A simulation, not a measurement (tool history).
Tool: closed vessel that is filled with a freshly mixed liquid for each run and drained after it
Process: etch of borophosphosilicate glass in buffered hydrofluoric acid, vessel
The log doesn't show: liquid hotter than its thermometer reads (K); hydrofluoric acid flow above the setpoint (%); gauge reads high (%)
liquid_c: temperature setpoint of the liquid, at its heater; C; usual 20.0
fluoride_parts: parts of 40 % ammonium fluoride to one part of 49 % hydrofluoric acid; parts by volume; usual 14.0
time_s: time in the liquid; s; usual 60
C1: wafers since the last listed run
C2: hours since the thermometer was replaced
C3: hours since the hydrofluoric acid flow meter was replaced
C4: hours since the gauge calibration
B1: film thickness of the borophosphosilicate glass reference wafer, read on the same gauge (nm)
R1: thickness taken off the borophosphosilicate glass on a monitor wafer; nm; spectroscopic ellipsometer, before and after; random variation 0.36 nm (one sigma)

run 1 hour=0.0 | liquid_c=20.0 fluoride_parts=13.0 time_s=60 | C1=0 C2=811.0 C3=851.3 C4=601.0 | B1=146.59 | R1=62.09
run 2 hour=20.7 | liquid_c=20.0 fluoride_parts=13.0 time_s=60 | C1=2852 C2=831.7 C3=872.0 C4=621.7 | B1=146.47 | R1=61.58
run 3 hour=34.6 | liquid_c=20.0 fluoride_parts=13.0 time_s=60 | C1=1915 C2=845.6 C3=885.9 C4=635.6 | B1=146.39 | R1=61.84
run 4 hour=66.2 | liquid_c=20.0 fluoride_parts=14.0 time_s=60 | C1=4355 C2=877.2 C3=917.5 C4=667.2 | B1=146.15 | R1=57.63
run 5 hour=93.0 | liquid_c=20.0 fluoride_parts=14.0 time_s=60 | C1=3693 C2=904.0 C3=944.3 C4=694.0 | B1=145.99 | R1=57.05
run 6 hour=107.6 | liquid_c=20.0 fluoride_parts=14.0 time_s=60 | C1=2012 C2=918.6 C3=958.9 C4=708.6 | B1=145.95 | R1=57.25
run 7 hour=127.9 | liquid_c=22.0 fluoride_parts=14.0 time_s=60 | C1=2797 C2=938.9 C3=979.2 C4=728.9 | B1=145.84 | R1=64.09
-- hour=130.1 thermometer replaced
run 8 hour=159.7 | liquid_c=22.0 fluoride_parts=14.0 time_s=60 | C1=4245 C2=29.6 C3=1011.0 C4=760.7 | B1=145.64 | R1=64.37
run 9 hour=192.6 | liquid_c=18.5 fluoride_parts=14.0 time_s=60 | C1=4534 C2=62.5 C3=1043.9 C4=793.6 | B1=145.44 | R1=52.62
run 10 hour=208.0 | liquid_c=20.0 fluoride_parts=14.0 time_s=60 | C1=2122 C2=77.9 C3=1059.3 C4=809.0 | B1=145.32 | R1=56.47
-- hour=232.8 hydrofluoric acid flow meter replaced
run 11 hour=233.7 | liquid_c=20.0 fluoride_parts=14.0 time_s=60 | C1=3404 C2=103.6 C3=0.9 C4=834.7 | B1=145.17 | R1=57.36
-- hour=255.3 gauge calibrated
run 12 hour=260.4 | liquid_c=24.0 fluoride_parts=18.5 time_s=30 | C1=3679 C2=130.3 C3=27.6 C4=5.1 | B1=150.40 | R1=27.89
run 13 hour=273.6 | liquid_c=18.0 fluoride_parts=14.0 time_s=60 | C1=1819 C2=143.5 C3=40.8 C4=18.3 | B1=150.27 | R1=52.79
run 14 hour=295.5 | liquid_c=17.0 fluoride_parts=14.0 time_s=60 | C1=3018 C2=165.4 C3=62.7 C4=40.2 | B1=150.20 | R1=49.60
run 15 hour=315.8 | liquid_c=24.5 fluoride_parts=10.5 time_s=70 | C1=2797 C2=185.7 C3=83.0 C4=60.5 | B1=150.05 | R1=116.91
run 16 hour=336.1 | liquid_c=20.0 fluoride_parts=12.0 time_s=80 | C1=2797 C2=206.0 C3=103.3 C4=80.8 | B1=149.93 | R1=92.53
run 17 hour=349.9 | liquid_c=20.0 fluoride_parts=14.0 time_s=30 | C1=1901 C2=219.8 C3=117.1 C4=94.6 | B1=149.77 | R1=29.53
run 18 hour=383.9 | liquid_c=17.0 fluoride_parts=14.0 time_s=40 | C1=4686 C2=253.8 C3=151.1 C4=128.6 | B1=149.65 | R1=33.33
run 19 hour=404.4 | liquid_c=24.0 fluoride_parts=15.5 time_s=70 | C1=2825 C2=274.3 C3=171.6 C4=149.1 | B1=149.54 | R1=77.22
run 20 hour=426.0 | liquid_c=20.0 fluoride_parts=12.5 time_s=90 | C1=2977 C2=295.9 C3=193.2 C4=170.7 | B1=149.42 | R1=99.12
run 21 hour=451.2 | liquid_c=17.5 fluoride_parts=17.5 time_s=60 | C1=3473 C2=321.1 C3=218.4 C4=195.9 | B1=149.24 | R1=41.37
run 22 hour=468.1 | liquid_c=18.5 fluoride_parts=11.5 time_s=85 | C1=2329 C2=338.0 C3=235.3 C4=212.8 | B1=149.14 | R1=91.74
run 23 hour=489.2 | liquid_c=20.0 fluoride_parts=14.0 time_s=60 | C1=2908 C2=359.1 C3=256.4 C4=233.9 | B1=149.00 | R1=58.45
run 24 hour=514.6 | liquid_c=20.0 fluoride_parts=14.0 time_s=60 | C1=3500 C2=384.5 C3=281.8 C4=259.3 | B1=148.85 | R1=58.14
run 25 hour=534.0 | liquid_c=20.0 fluoride_parts=14.0 time_s=60 | C1=2673 C2=403.9 C3=301.2 C4=278.7 | B1=148.74 | R1=59.08
run 26 hour=560.3 | liquid_c=20.0 fluoride_parts=14.0 time_s=60 | C1=3624 C2=430.2 C3=327.5 C4=305.0 | B1=148.59 | R1=57.99
run 27 hour=590.2 | liquid_c=20.0 fluoride_parts=9.0 time_s=50 | C1=4120 C2=460.1 C3=357.4 C4=334.9 | B1=148.41 | R1=72.66
run 28 hour=620.2 | liquid_c=20.0 fluoride_parts=14.0 time_s=60 | C1=4134 C2=490.1 C3=387.4 C4=364.9 | B1=148.22 | R1=57.80
run 29 hour=653.5 | liquid_c=23.5 fluoride_parts=9.5 time_s=75 | C1=4589 C2=523.4 C3=420.7 C4=398.2 | B1=147.99 | R1=127.07
run 30 hour=670.3 | liquid_c=23.5 fluoride_parts=14.0 time_s=70 | C1=2315 C2=540.2 C3=437.5 C4=415.0 | B1=147.85 | R1=81.97

5 ways to go on from here, each from the tool as it stands after run 30. What would each give?
run A hour=671.0 | liquid_c=20.0 fluoride_parts=14.0 time_s=70 | C1=96 C2=540.9 C3=438.2 C4=415.7 | B1=? | R1=?
run B hour=671.0 | liquid_c=17.0 fluoride_parts=18.0 time_s=95 | C1=96 C2=540.9 C3=438.2 C4=415.7 | B1=? | R1=?
run C hour=671.0 | liquid_c=22.5 fluoride_parts=18.0 time_s=30 | C1=96 C2=540.9 C3=438.2 C4=415.7 | B1=? | R1=?
run D hour=671.0 | liquid_c=17.0 fluoride_parts=19.0 time_s=80 | C1=96 C2=540.9 C3=438.2 C4=415.7 | B1=? | R1=?
run E hour=671.0 | liquid_c=18.5 fluoride_parts=18.0 time_s=70 | C1=96 C2=540.9 C3=438.2 C4=415.7 | B1=? | R1=?

run=A B1=147.95 R1=68.43
run=B B1=147.95 R1=61.22
run=C B1=147.95 R1=26.25
run=D B1=147.95 R1=48.86
run=E B1=147.95 R1=49.08
Without the tool's hidden state the same runs would have given:
run=A R1=69.39
run=B R1=62.09
run=C R1=26.62
run=D R1=49.55
run=E R1=49.78
